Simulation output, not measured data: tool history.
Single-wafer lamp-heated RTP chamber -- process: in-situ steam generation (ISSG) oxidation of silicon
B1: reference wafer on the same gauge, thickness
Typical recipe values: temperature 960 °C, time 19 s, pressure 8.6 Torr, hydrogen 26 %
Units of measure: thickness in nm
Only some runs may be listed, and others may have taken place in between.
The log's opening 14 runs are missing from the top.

Run 15, hour 319.0: usual settings but temperature 965 °C, time 15 s, hydrogen 29 %; B1 5.886. Result: thickness 4.997 nm.
Run 16, hour 344.8: usual settings; B1 5.887. Result: thickness 5.228 nm.
At hour 358.6: pyrometer window cleaned and pyrometer calibrated.
Run 17, hour 361.8: usual settings but time 22 s; B1 5.897. Result: thickness 5.501 nm.
Run 18, hour 389.6: usual settings; B1 5.886. Result: thickness 5.202 nm.
Run 19, hour 403.5: usual settings but temperature 980 °C, time 12 s, pressure 7.4 Torr, hydrogen 23 %; B1 5.888. Result: thickness 4.493 nm.
Run 20, hour 429.4: usual settings; B1 5.895. Result: thickness 5.242 nm.
Run 21, hour 464.7: usual settings but temperature 949 °C, pressure 10.0 Torr; B1 5.886. Result: thickness 4.936 nm.
Run 22, hour 494.1: usual settings but temperature 967 °C, pressure 9.5 Torr; B1 5.895. Result: thickness 5.287 nm.
Run 23, hour 507.5: usual settings but temperature 951 °C; B1 5.893. Result: thickness 5.103 nm.
Run 24, hour 532.8: usual settings; B1 5.896. Result: thickness 5.270 nm.
At hour 537.0: gauge calibrated.
At hour 546.6: pyrometer window cleaned and pyrometer calibrated.
Run 25, hour 556.0: usual settings but time 24 s, pressure 9.6 Torr, hydrogen 30 %; B1 5.889. Result: thickness 5.822 nm.
Run 26, hour 571.3: usual settings but temperature 976 °C, time 24 s, hydrogen 21 %; B1 5.889. Result: thickness 5.827 nm.
Run 27, hour 605.5: usual settings but temperature 948 °C, hydrogen 19 %; B1 5.888. Result: thickness 4.688 nm.
Run 28, hour 634.4: usual settings but time 14 s, pressure 7.4 Torr; B1 5.886. Result: thickness 4.681 nm.
Run 29, hour 659.4: usual settings but temperature 975 °C, time 15 s, hydrogen 20 %; B1 5.894. Result: thickness 4.702 nm.
Run 30, hour 690.5: usual settings but time 15 s, pressure 8.1 Torr; B1 5.891. Result: thickness 4.801 nm.

Branching from run 30: 5 alternative next runs. What would each branch give?
Run A, hour 690.9: usual settings; B1 ?. Result: thickness ?.
Run B, hour 690.9: usual settings but temperature 942 °C, time 25 s, pressure 7.2 Torr, hydrogen 20 %; B1 ?. Result: thickness ?.
Run C, hour 690.9: usual settings but temperature 953 °C, pressure 9.0 Torr, hydrogen 20 %; B1 ?. Result: thickness ?.
Run D, hour 690.9: usual settings but temperature 978 °C, time 24 s, pressure 7.9 Torr, hydrogen 22 %; B1 ?. Result: thickness ?.
Run E, hour 690.9: usual settings but temperature 967 °C, time 26 s, pressure 9.2 Torr, hydrogen 17 %; B1 ?. Result: thickness ?.

run     B1  thickness
  A  5.889      5.269
  B  5.889      5.259
  C  5.889      4.829
  D  5.889      6.003
  E  5.889      5.601
Without the tool's unlogged condition, the same runs would have read:
run  thickness
  A      5.178
  B      5.169
  C      4.749
  D      5.879
  E      5.490
